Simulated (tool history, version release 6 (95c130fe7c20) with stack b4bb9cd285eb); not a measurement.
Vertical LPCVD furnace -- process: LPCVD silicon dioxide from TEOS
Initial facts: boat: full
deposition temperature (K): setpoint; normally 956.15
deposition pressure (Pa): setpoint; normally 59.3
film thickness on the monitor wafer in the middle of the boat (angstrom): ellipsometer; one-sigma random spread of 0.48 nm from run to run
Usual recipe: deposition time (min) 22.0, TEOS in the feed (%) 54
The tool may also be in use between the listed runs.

run	hour	deposition temperature (K)	deposition pressure (Pa)	deposition time (min)	TEOS in the feed (%)	read-back reference wafer on the same gauge, thickness	film thickness on the monitor wafer in the middle of the boat (angstrom)
1	0.0	956.15	59.3	22.0	58	112.00	1295.0
2	62.7	956.15	59.3	22.0	58	112.01	1298.8
3	150.1	956.15	59.3	22.0	54	112.05	1247.9
4	191.2	956.15	59.3	22.0	54	111.98	1255.7
5	254.6	956.15	59.3	22.0	54	112.04	1257.0
6	332.2	956.15	59.3	22.0	54	111.98	1140.3
7	375.9	956.15	59.3	22.0	54	112.03	1141.2
8	407.0	956.15	64.7	22.0	54	112.01	1189.6
9	452.1	956.15	64.7	22.0	54	111.97	1178.8
10	516.3	956.15	59.3	22.0	54	111.96	1147.4
11	581.7	962.15	46.0	13.5	59	112.01	748.5
12	624.4	956.15	52.0	22.0	54	112.00	1067.9
13	681.3	956.15	64.7	22.0	54	111.98	1191.7
14	742.3	956.15	59.3	29.0	54	112.00	1512.5
15	768.9	962.15	59.3	22.0	54	111.93	1322.7
16	814.6	956.15	59.3	22.0	54	111.93	1150.9
17	906.9	951.15	54.0	22.0	54	112.12	970.5
18	947.1	956.15	59.3	24.5	54	112.00	1272.2
19	973.4	953.15	59.3	17.5	61	111.97	907.5

Taken out of this log: 5 entries between the listed runs. Where each belongs, and how the hidden state differs across it:
After run 5, before run 6: gauge calibrated (hour 257.3); thermocouples replaced and temperature profile calibrated (hour 301.8); pressure gauge zeroed (hour 331.7)
  true tube temperature minus thermocouple reading, K: 4.12 -> 0.0813
  measured less the result without the state, film thickness on the monitor wafer in the middle of the boat (angstrom): +118.2 -> +2.2
After run 9, before run 10: TEOS flow controller replaced (hour 515.8)
  true tube temperature minus thermocouple reading, K: 0.189 -> 0.246
  measured less the result without the state, film thickness on the monitor wafer in the middle of the boat (angstrom): +5.3 -> +6.8
After run 13, before run 14: gauge calibrated (hour 727.6)
  true tube temperature minus thermocouple reading, K: 0.394 -> 0.449
  measured less the result without the state, film thickness on the monitor wafer in the middle of the boat (angstrom): +11.3 -> +16.3

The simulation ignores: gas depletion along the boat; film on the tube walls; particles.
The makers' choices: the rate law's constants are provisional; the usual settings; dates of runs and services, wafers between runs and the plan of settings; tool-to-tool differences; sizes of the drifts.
